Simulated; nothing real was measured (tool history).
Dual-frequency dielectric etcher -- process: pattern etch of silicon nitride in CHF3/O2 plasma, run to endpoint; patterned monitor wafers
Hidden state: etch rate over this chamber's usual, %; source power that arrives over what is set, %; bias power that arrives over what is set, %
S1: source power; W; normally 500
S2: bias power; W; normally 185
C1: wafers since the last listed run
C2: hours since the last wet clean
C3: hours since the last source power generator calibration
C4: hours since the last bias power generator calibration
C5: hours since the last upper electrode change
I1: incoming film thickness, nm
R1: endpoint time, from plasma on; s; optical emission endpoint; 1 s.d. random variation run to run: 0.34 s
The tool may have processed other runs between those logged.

run,day,S1,S2,C1,C2,C3,C4,C5,I1,R1
1,0,500,185,0,233.6,2480.4,3147.7,2138,70,45.5
2,1.108,500,185,205,260.2,2507,3174.3,2164.6,69.9,46
3,2.588,500,185,273,295.7,2542.5,3209.8,2200.1,69.4,45.6
4,3.142,500,185,102,309,2555.8,3223.1,2213.4,69.3,45.2
5,4.046,500,185,167,330.7,2577.5,3244.8,2235.1,69.9,46
6,4.771,470,185,134,348.1,2594.9,3262.2,2252.5,69.4,46.6
7,5.7,470,185,172,370.4,2617.2,3284.5,2274.8,69.6,46.3
8,6.438,500,185,136,388.1,2634.9,3302.2,2292.5,69.1,45.6
# day 8.033: wet clean of the chamber
9,8.054,500,185,114,0.5,2673.7,3341,2331.3,69.6,43.2
# day 9.288: bias power generator calibrated
10,9.308,500,185,201,30.6,2703.8,0.5,2361.4,69.9,44.1
11,10.271,500,185,178,53.7,2726.9,23.6,2384.5,70.1,43.8
12,11.121,410,228,157,74.1,2747.3,44,2404.9,70.3,43.5
13,11.742,580,226,114,89,2762.2,58.9,2419.8,70,39.3
14,12.846,500,152,204,115.5,2788.7,85.4,2446.3,69.5,47.4
15,13.562,470,148,132,132.7,2805.9,102.6,2463.5,69.7,48.9
16,14.138,550,215,106,146.5,2819.7,116.4,2477.3,70.1,41
17,15.133,570,143,184,170.4,2843.6,140.3,2501.2,69.9,47.7
18,15.833,500,141,129,187.2,2860.4,157.1,2518,69.8,50.1
19,17.021,470,148,219,215.7,2888.9,185.6,2546.5,70.2,50.1
20,18.196,500,154,217,243.9,2917.1,213.8,2574.7,69.8,48.2
# day 19.208: upper electrode replaced
21,19.258,500,185,11,269.4,2942.6,239.3,1.2,68.7,44.1
# day 19.829: source power generator calibrated
22,20.362,590,212,173,295.9,12.8,265.8,27.7,69.2,40.5
23,21.542,420,160,218,324.2,41.1,294.1,56,70.2,52.2
# day 23.5: wet clean of the chamber
24,23.521,500,185,181,0.5,88.6,341.6,103.5,69.2,43.3
25,23.688,450,200,30,4.5,92.6,345.6,107.5,69.2,42.9
26,24.288,440,156,111,18.9,107,360,121.9,68.7,47.7
27,25.038,460,150,138,36.9,125,378,139.9,69.4,48.2
28,26.475,500,185,266,71.4,159.5,412.5,174.4,69.7,44
29,27.371,430,164,165,92.9,181,434,195.9,69.7,48.3
30,28.408,460,223,192,117.8,205.9,458.9,220.8,69.5,41.2
31,29.571,580,224,215,145.7,233.8,486.8,248.7,69.7,38.8
32,30.733,500,185,215,173.6,261.7,514.7,276.6,70,45.1
33,31.825,450,204,202,199.8,287.9,540.9,302.8,69.4,43.6
34,34.304,500,185,459,259.3,347.4,600.4,362.3,69.7,44.8

List, for all runs, the conditions of the tool that the log does not record:
source power that arrives over what is set, %: 0 at every run
bias power that arrives over what is set, %: 0 at every run
H1: etch rate over this chamber's usual, %
run,H1
1,-3.51
2,-3.86
3,-4.31
4,-4.48
5,-4.76
6,-4.98
7,-5.27
8,-5.5
9,0.123
10,-0.264
11,-0.56
12,-0.822
13,-1.01
14,-1.35
15,-1.57
16,-1.75
17,-2.06
18,-2.27
19,-2.64
20,-3
21,-3.33
22,-3.67
23,-4.03
24,1.09
25,1.04
26,0.857
27,0.626
28,0.183
29,-0.0928
30,-0.413
31,-0.771
32,-1.13
33,-1.47
34,-2.23

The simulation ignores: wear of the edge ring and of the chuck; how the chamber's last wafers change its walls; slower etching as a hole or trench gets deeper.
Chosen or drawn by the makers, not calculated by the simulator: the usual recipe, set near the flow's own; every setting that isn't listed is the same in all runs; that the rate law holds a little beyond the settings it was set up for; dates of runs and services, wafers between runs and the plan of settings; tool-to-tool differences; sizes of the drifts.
